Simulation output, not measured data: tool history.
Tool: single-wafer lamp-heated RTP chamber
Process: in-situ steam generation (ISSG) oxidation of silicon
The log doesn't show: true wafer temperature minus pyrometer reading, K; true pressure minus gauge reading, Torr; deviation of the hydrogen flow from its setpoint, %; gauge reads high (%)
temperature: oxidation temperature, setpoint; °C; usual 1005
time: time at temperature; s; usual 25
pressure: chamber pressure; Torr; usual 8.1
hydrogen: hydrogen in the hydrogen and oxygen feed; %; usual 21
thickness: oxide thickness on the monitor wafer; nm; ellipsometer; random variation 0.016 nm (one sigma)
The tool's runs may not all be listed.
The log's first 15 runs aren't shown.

| run | hour | temperature | time | pressure | hydrogen | wafers since the last listed run | wafers since the last pyrometer calibration | hours since the pressure gauge was zeroed | hours since the hydrogen flow controller was replaced | hours since the gauge calibration | read-back reference wafer on the same gauge, thickness | thickness |
|---|---|---|---|---|---|---|---|---|---|---|---|---|
|  | 1560.7 | gauge calibrated |
| 16 | 1620.6 | 1005 | 25 | 9.2 | 16 | 1369 | 2561 | 706.9 | 1213.7 | 59.9 | 5.778 | 5.679 |
| 17 | 1748.5 | 1005 | 19 | 8.9 | 21 | 2332 | 4894 | 834.8 | 1341.6 | 187.8 | 5.779 | 5.315 |
| 18 | 1817.8 | 1005 | 25 | 8.1 | 21 | 1264 | 6158 | 904.1 | 1410.9 | 257.1 | 5.786 | 6.099 |
| 19 | 1886.9 | 1005 | 25 | 8.1 | 21 | 1260 | 7419 | 973.2 | 1480 | 326.2 | 5.778 | 6.096 |
| 20 | 1977.7 | 1005 | 25 | 8.1 | 21 | 1656 | 9075 | 1064 | 1570.8 | 417 | 5.778 | 6.123 |
| 21 | 2026.9 | 1016 | 25 | 6.9 | 21 | 897 | 9972 | 1113.2 | 1620 | 466.2 | 5.78 | 6.402 |
| 22 | 2100.2 | 1005 | 25 | 8.1 | 21 | 1337 | 11309 | 1186.5 | 1693.3 | 539.5 | 5.773 | 6.148 |
| 23 | 2150.7 | 1005 | 25 | 8.1 | 29 | 921 | 12231 | 1237 | 1743.8 | 590 | 5.78 | 6.689 |
| 24 | 2241.7 | 998 | 18 | 8.1 | 21 | 1659 | 13890 | 1328 | 1834.8 | 681 | 5.778 | 5.115 |
|  | 2283.2 | pyrometer window cleaned and pyrometer calibrated |
| 25 | 2284.4 | 999 | 25 | 9 | 21 | 632 | 21 | 1370.7 | 1877.5 | 723.7 | 5.776 | 5.851 |
| 26 | 2330 | 1014 | 25 | 8.1 | 21 | 831 | 852 | 1416.3 | 1923.1 | 769.3 | 5.777 | 6.335 |
| 27 | 2396.1 | 1020 | 17 | 6.9 | 21 | 1205 | 2058 | 1482.4 | 1989.2 | 835.4 | 5.786 | 5.397 |
| 28 | 2521.5 | 1012 | 25 | 8.1 | 27 | 2287 | 4346 | 1607.8 | 2114.6 | 960.8 | 5.785 | 6.675 |
| 29 | 2640.8 | 1005 | 25 | 8.5 | 21 | 2176 | 6522 | 1727.1 | 2233.9 | 1080.1 | 5.784 | 6.079 |
|  | 2659.4 | pressure gauge zeroed |
| 30 | 2687.9 | 1005 | 25 | 8.1 | 11 | 713 | 7235 | 28.5 | 2281 | 1127.2 | 5.778 | 5.311 |
| 31 | 2770.4 | 987 | 20 | 7.3 | 21 | 1504 | 8740 | 111 | 2363.5 | 1209.7 | 5.781 | 5.098 |

4 ways to go on from here, each from the tool as it stands after run 31. What would each give?
| A | 2770.8 | 1021 | 25 | 8.1 | 21 | 7 | 8747 | 111.4 | 2363.9 | 1210.1 | ? | ? |
| B | 2770.8 | 1005 | 25 | 8.9 | 21 | 7 | 8747 | 111.4 | 2363.9 | 1210.1 | ? | ? |
| C | 2770.8 | 1005 | 20 | 8.1 | 21 | 7 | 8747 | 111.4 | 2363.9 | 1210.1 | ? | ? |
| D | 2770.8 | 1013 | 31 | 7.5 | 16 | 7 | 8747 | 111.4 | 2363.9 | 1210.1 | ? | ? |

| run | read-back reference wafer on the same gauge, thickness | thickness |
|---|---|---|
| A | 5.785 | 6.619 |
| B | 5.785 | 6.099 |
| C | 5.785 | 5.507 |
| D | 5.785 | 6.688 |
Without the tool's hidden state the same runs would have given:
| run | thickness |
|---|---|
| A | 6.504 |
| B | 6.002 |
| C | 5.425 |
| D | 6.573 |
